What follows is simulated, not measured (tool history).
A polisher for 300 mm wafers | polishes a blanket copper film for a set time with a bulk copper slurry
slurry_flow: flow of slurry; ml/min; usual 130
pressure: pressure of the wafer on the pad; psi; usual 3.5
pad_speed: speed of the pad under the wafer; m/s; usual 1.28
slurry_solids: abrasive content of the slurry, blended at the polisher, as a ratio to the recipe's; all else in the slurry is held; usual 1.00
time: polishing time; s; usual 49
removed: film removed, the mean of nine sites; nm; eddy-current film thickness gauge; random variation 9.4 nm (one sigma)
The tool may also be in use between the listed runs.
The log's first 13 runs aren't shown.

run   hour  slurry_flow  pressure  pad_speed  slurry_solids  time  incoming thickness of the incoming film, nm  removed
 14  386.7          130       3.5       1.12           1.00    63                                       2581.4    736.6
 15  411.6          105       3.5       1.58           1.00    49                                       2553.5    767.9
 16  445.9          130       2.7       1.28           1.00    59                                       2569.4    665.9
     466.0  -- slurry nozzle cleaned
 17  479.8           90       3.5       1.28           1.00    49                                       2582.2    627.5
     487.4  -- worn pad replaced by a new one
 18  512.6          115       3.5       1.28           1.00    49                                       2610.7    643.1
 19  544.3          170       2.4       1.28           1.25    39                                       2548.5    442.0
 20  563.5          110       4.4       1.58           1.00    49                                       2581.3    890.5
 21  595.8          130       3.5       1.28           1.00    49                                       2539.8    623.2
     598.1  -- slurry blender recalibrated
 22  619.5          130       3.5       1.28           1.10    49                                       2576.2    666.4
 23  651.8          130       3.5       1.46           1.25    49                                       2558.2    753.3
     666.5  -- worn pad replaced by a new one
     667.1  -- head pressure recalibrated
 24  672.8          175       3.5       1.28           1.00    49                                       2613.1    681.9
 25  740.1          130       3.5       1.28           1.00    49                                       2529.0    665.8
 26  768.0          130       3.5       1.28           1.00    49                                       2533.5    647.9
 27  782.0           90       2.7       1.28           1.20    49                                       2570.6    538.4
 28  817.2          110       3.5       1.28           0.70    34                                       2569.9    415.2
 29  849.2          130       3.5       1.28           1.00    49                                       2624.6    639.1
     854.0  -- slurry blender recalibrated
     859.3  -- worn pad replaced by a new one
 30  883.5          130       3.5       1.28           0.85    54                                       2566.3    704.6

4 ways to go on from here, each from the tool as it stands after run 30. What would each give?
  A  883.9          130       3.5       1.28           1.00    49                                       2573.0        ?
  B  883.9          165       3.5       1.00           1.10    49                                       2573.0        ?
  C  883.9          160       3.5       1.08           1.00    41                                       2573.0        ?
  D  883.9          130       3.9       1.62           0.70    49                                       2573.0        ?

run  removed
  A    664.9
  B    544.8
  C    482.6
  D    852.0
Without the tool's hidden state the same runs would have given:
run  removed
  A    668.1
  B    547.5
  C    485.0
  D    856.0
